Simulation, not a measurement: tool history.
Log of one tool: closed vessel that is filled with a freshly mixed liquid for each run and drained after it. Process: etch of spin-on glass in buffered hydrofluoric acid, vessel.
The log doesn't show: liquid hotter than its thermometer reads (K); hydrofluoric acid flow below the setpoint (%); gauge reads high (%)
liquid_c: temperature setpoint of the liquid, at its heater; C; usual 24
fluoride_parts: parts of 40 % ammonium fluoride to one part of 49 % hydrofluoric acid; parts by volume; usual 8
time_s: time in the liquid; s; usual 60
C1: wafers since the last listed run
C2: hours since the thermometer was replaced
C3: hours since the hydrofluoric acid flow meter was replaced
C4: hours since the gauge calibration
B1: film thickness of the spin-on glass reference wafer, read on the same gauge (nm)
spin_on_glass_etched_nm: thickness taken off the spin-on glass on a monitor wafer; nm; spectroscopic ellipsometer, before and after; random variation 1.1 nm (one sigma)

Run 1, hour 0: usual settings; C1 0; C2 1241.6; C3 508.4; C4 2795.9; B1 110. Result: spin_on_glass_etched_nm 223.58 nm.
Run 2, hour 79: usual settings; C1 10199; C2 1320.6; C3 587.4; C4 2874.9; B1 110.02. Result: spin_on_glass_etched_nm 221.91 nm.
Run 3, hour 121.1: usual settings; C1 5435; C2 1362.7; C3 629.5; C4 2917; B1 110.02. Result: spin_on_glass_etched_nm 224.44 nm.
Run 4, hour 173.4: usual settings; C1 6752; C2 1415; C3 681.8; C4 2969.3; B1 110. Result: spin_on_glass_etched_nm 222.02 nm.
Run 5, hour 267.3: usual settings; C1 12123; C2 1508.9; C3 775.7; C4 3063.2; B1 110.01. Result: spin_on_glass_etched_nm 223.42 nm.
Run 6, hour 324.4: usual settings; C1 7372; C2 1566; C3 832.8; C4 3120.3; B1 109.99. Result: spin_on_glass_etched_nm 222.31 nm.
Run 7, hour 400.8: usual settings; C1 9863; C2 1642.4; C3 909.2; C4 3196.7; B1 109.98. Result: spin_on_glass_etched_nm 221.98 nm.
Run 8, hour 469.7: usual settings; C1 8895; C2 1711.3; C3 978.1; C4 3265.6; B1 109.98. Result: spin_on_glass_etched_nm 221.08 nm.
Run 9, hour 534.7: usual settings; C1 8392; C2 1776.3; C3 1043.1; C4 3330.6; B1 110.03. Result: spin_on_glass_etched_nm 221.92 nm.
Run 10, hour 589.3: usual settings; C1 7049; C2 1830.9; C3 1097.7; C4 3385.2; B1 109.97. Result: spin_on_glass_etched_nm 220.84 nm.
At hour 609.4: thermometer replaced.
Run 11, hour 758.2: usual settings; C1 21677; C2 148.8; C3 1266.6; C4 3554.1; B1 109.99. Result: spin_on_glass_etched_nm 220.55 nm.
At hour 825: gauge calibrated.
Run 12, hour 853.1: usual settings; C1 12252; C2 243.7; C3 1361.5; C4 28.1; B1 110.04. Result: spin_on_glass_etched_nm 219.47 nm.
Run 13, hour 941.1: usual settings but liquid_c 26 C, fluoride_parts 7 parts by volume, time_s 45 s; C1 11361; C2 331.7; C3 1449.5; C4 116.1; B1 109.98. Result: spin_on_glass_etched_nm 210.47 nm.
Run 14, hour 1040.8: usual settings; C1 12872; C2 431.4; C3 1549.2; C4 215.8; B1 109.99. Result: spin_on_glass_etched_nm 218.27 nm.
Run 15, hour 1117.4: usual settings; C1 9889; C2 508; C3 1625.8; C4 292.4; B1 109.98. Result: spin_on_glass_etched_nm 217.98 nm.
Run 16, hour 1205.3: usual settings but fluoride_parts 6 parts by volume, time_s 75 s; C1 11348; C2 595.9; C3 1713.7; C4 380.3; B1 110. Result: spin_on_glass_etched_nm 364.37 nm.
Run 17, hour 1286.5: usual settings but time_s 70 s; C1 10483; C2 677.1; C3 1794.9; C4 461.5; B1 110. Result: spin_on_glass_etched_nm 254.96 nm.
Run 18, hour 1367.2: usual settings but time_s 30 s; C1 10419; C2 757.8; C3 1875.6; C4 542.2; B1 109.95. Result: spin_on_glass_etched_nm 107.79 nm.
At hour 1383.7: hydrofluoric acid flow meter replaced.
Run 19, hour 1429: usual settings; C1 7849; C2 819.6; C3 45.3; C4 604; B1 109.98. Result: spin_on_glass_etched_nm 224.41 nm.
Run 20, hour 1530.3: usual settings; C1 13078; C2 920.9; C3 146.6; C4 705.3; B1 110.02. Result: spin_on_glass_etched_nm 225.39 nm.
Run 21, hour 1634.4: usual settings but fluoride_parts 9 parts by volume, time_s 30 s; C1 13440; C2 1025; C3 250.7; C4 809.4; B1 109.99. Result: spin_on_glass_etched_nm 98.98 nm.
Run 22, hour 1699: usual settings; C1 8340; C2 1089.6; C3 315.3; C4 874; B1 110.02. Result: spin_on_glass_etched_nm 222.95 nm.
Run 23, hour 1960.2: usual settings but liquid_c 27 C, fluoride_parts 9 parts by volume, time_s 30 s; C1 33723; C2 1350.8; C3 576.5; C4 1135.2; B1 110.01. Result: spin_on_glass_etched_nm 116.15 nm.
Run 24, hour 2032.6: usual settings but liquid_c 28.5 C; C1 9347; C2 1423.2; C3 648.9; C4 1207.6; B1 110. Result: spin_on_glass_etched_nm 280.43 nm.
Run 25, hour 2069.6: usual settings; C1 4777; C2 1460.2; C3 685.9; C4 1244.6; B1 110.01. Result: spin_on_glass_etched_nm 222.28 nm.
At hour 2073.7: thermometer replaced.
Run 26, hour 2138.6: usual settings; C1 8779; C2 64.9; C3 754.9; C4 1313.6; B1 110.04. Result: spin_on_glass_etched_nm 224.17 nm.
Run 27, hour 2236.9: usual settings but liquid_c 21.5 C, fluoride_parts 6 parts by volume, time_s 35 s; C1 12691; C2 163.2; C3 853.2; C4 1411.9; B1 110.06. Result: spin_on_glass_etched_nm 148.47 nm.
Run 28, hour 2364.8: usual settings but liquid_c 27.5 C, fluoride_parts 5.5 parts by volume, time_s 45 s; C1 16513; C2 291.1; C3 981.1; C4 1539.8; B1 109.98. Result: spin_on_glass_etched_nm 285.52 nm.
Run 29, hour 2419: usual settings but liquid_c 20 C, fluoride_parts 5.5 parts by volume, time_s 35 s; C1 6997; C2 345.3; C3 1035.3; C4 1594; B1 110. Result: spin_on_glass_etched_nm 147.29 nm.
Run 30, hour 2526.6: usual settings but liquid_c 26 C, fluoride_parts 10 parts by volume, time_s 75 s; C1 13892; C2 452.9; C3 1142.9; C4 1701.6; B1 110.02. Result: spin_on_glass_etched_nm 251.7 nm.
Run 31, hour 2592.5: usual settings but liquid_c 19.5 C, fluoride_parts 9.5 parts by volume, time_s 30 s; C1 8508; C2 518.8; C3 1208.8; C4 1767.5; B1 109.98. Result: spin_on_glass_etched_nm 73.66 nm.
Run 32, hour 2629.1: usual settings but liquid_c 27 C, fluoride_parts 9 parts by volume, time_s 85 s; C1 4725; C2 555.4; C3 1245.4; C4 1804.1; B1 109.99. Result: spin_on_glass_etched_nm 325.84 nm.
Run 33, hour 2741.2: usual settings; C1 14473; C2 667.5; C3 1357.5; C4 1916.2; B1 109.96. Result: spin_on_glass_etched_nm 219.21 nm.
Run 34, hour 2833.9: usual settings but liquid_c 27 C, fluoride_parts 9.5 parts by volume, time_s 40 s; C1 11968; C2 760.2; C3 1450.2; C4 2008.9; B1 109.97. Result: spin_on_glass_etched_nm 148.79 nm.

What the log doesn't show, run by run:
liquid hotter than its thermometer reads (K): 0 in every run
gauge reads high (%): 0 in every run
H1: hydrofluoric acid flow below the setpoint (%)
run     H1
  1   1.28
  2   1.43
  3   1.51
  4    1.6
  5   1.78
  6   1.89
  7   2.03
  8   2.16
  9   2.28
 10   2.38
 11    2.7
 12   2.88
 13   3.05
 14   3.23
 15   3.38
 16   3.54
 17   3.69
 18   3.85
 19    0.5
 20   0.69
 21  0.885
 22   1.01
 23    1.5
 24   1.63
 25    1.7
 26   1.83
 27   2.02
 28   2.26
 29   2.36
 30   2.56
 31   2.68
 32   2.75
 33   2.96
 34   3.14
